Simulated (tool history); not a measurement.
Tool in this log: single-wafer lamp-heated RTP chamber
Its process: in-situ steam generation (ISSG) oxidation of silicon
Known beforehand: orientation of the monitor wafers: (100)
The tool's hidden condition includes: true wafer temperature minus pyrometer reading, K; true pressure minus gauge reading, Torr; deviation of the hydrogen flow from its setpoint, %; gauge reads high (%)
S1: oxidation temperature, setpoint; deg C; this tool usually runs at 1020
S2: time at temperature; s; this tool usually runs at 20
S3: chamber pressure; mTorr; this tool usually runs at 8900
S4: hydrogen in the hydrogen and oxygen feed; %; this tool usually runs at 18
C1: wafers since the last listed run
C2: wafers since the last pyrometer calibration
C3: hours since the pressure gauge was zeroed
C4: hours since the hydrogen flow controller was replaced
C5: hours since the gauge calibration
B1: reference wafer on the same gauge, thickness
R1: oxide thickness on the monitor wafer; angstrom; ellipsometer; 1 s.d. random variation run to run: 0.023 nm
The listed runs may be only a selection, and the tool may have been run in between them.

run   hour    S1  S2     S3  S4   C1    C2      C3      C4     C5     B1     R1
  1      0  1020  20   8900  18    0  4257  4680.5  6070.8  550.2  6.785  57.61
  2   35.6  1020  20   8900  18  231  4488  4716.1  6106.4  585.8  6.791  57.45
  3     70  1020  20   8900  18  223  4711  4750.5  6140.8  620.2  6.784  57.69
  4   98.2  1020  25   9300  18  183  4894  4778.7    6169  648.4  6.807  63.87
  5  126.8  1020  20   8900  18  185  5080  4807.3  6197.6    677  6.793  57.56
  6  155.7  1020  20   8900  18  187  5267  4836.2  6226.5  705.9  6.786  57.65
  7  174.6  1020  20   8900  18  122  5390  4855.1  6245.4  724.8  6.803   57.6
  8  192.3  1020  20   8900  18  114  5505  4872.8  6263.1  742.5  6.788  57.68
  9  208.8  1034  20   9700  18  107  5612  4889.3  6279.6    759  6.786  61.03
     211.9  -- gauge calibrated
 10  221.3  1020  20   9600  18   81  5693  4901.8  6292.1    9.4  6.801  57.24
     237.3  -- hydrogen flow controller replaced
 11  253.9  1020  20   9600  18  159  5853  4934.4    16.6     42   6.79  57.13
 12  267.1  1020  20   9600  18   85  5938  4947.6    29.8   55.2  6.807  57.08
 13    299  1020  20   8200  18  207  6145  4979.5    61.7   87.1  6.786  57.88
       319  -- pyrometer window cleaned and pyrometer calibrated
 14  319.5  1020  20   9700  18   81     3    5000    82.2  107.6   6.78  57.21
 15  343.9  1035  28   9700  18  158   161  5024.4   106.6    132  6.791  72.91
 16  376.8  1026  17   8000  11  213   375  5057.3   139.5  164.9  6.778  49.22
 17  409.2  1026  20  10200  18  210   585  5089.7   171.9  197.3  6.794  58.15
 18    431  1031  20   9400  15  141   726  5111.5   193.7  219.1  6.787  58.15
 19  451.9  1011  20   8900  18  135   862  5132.4   214.6    240  6.783  55.34
 20  469.4  1032  20   8300  25  113   976  5149.9   232.1  257.5  6.786  65.78
 21  483.3  1020  20   8900  18   90  1066  5163.8     246  271.4   6.78  57.44
     515.8  -- pressure gauge zeroed
 22  516.3  1031  17   8900  18  162  1228     0.5     279  304.4  6.804  56.13
 23  546.8  1020  20   8900  18  197  1426      31   309.5  334.9  6.792  57.13
 24  580.2  1020  20   8900  18  216  1643    64.4   342.9  368.3  6.778  57.53
 25  605.5  1006  20   9900  24  164  1807    89.7   368.2  393.6  6.796  56.52
 26    636  1027  20   8900  25  197  2005   120.2   398.7  424.1   6.79  64.43
 27  648.3  1020  20   8100  18   79  2085   132.5     411  436.4  6.793   58.3
 28  665.9  1020  16   8900  18  114  2199   150.1   428.6    454  6.783  51.78
 29  693.9  1006  28   9400  11  181  2381   178.1   456.6    482  6.793  57.73

Predict each of these 5 candidate next runs independently; none follows another, all start after run 29:
  A  694.3  1020  20  8900  18   2  2383  178.5  457  482.4   ?   ?
  B  694.3  1010  20  7700  18   2  2383  178.5  457  482.4   ?   ?
  C  694.3  1029  20  7800  18   2  2383  178.5  457  482.4   ?   ?
  D  694.3  1020  26  8900  18   2  2383  178.5  457  482.4   ?   ?
  E  694.3  1031  23  9600  21   2  2383  178.5  457  482.4   ?   ?

run     B1     R1
  A  6.785  57.63
  B  6.785  55.35
  C  6.785  60.41
  D  6.785  65.74
  E  6.785  66.81
Had the tool no hidden state, the same runs would have come out as:
run     R1
  A  57.63
  B  55.35
  C  60.41
  D  65.74
  E  66.81
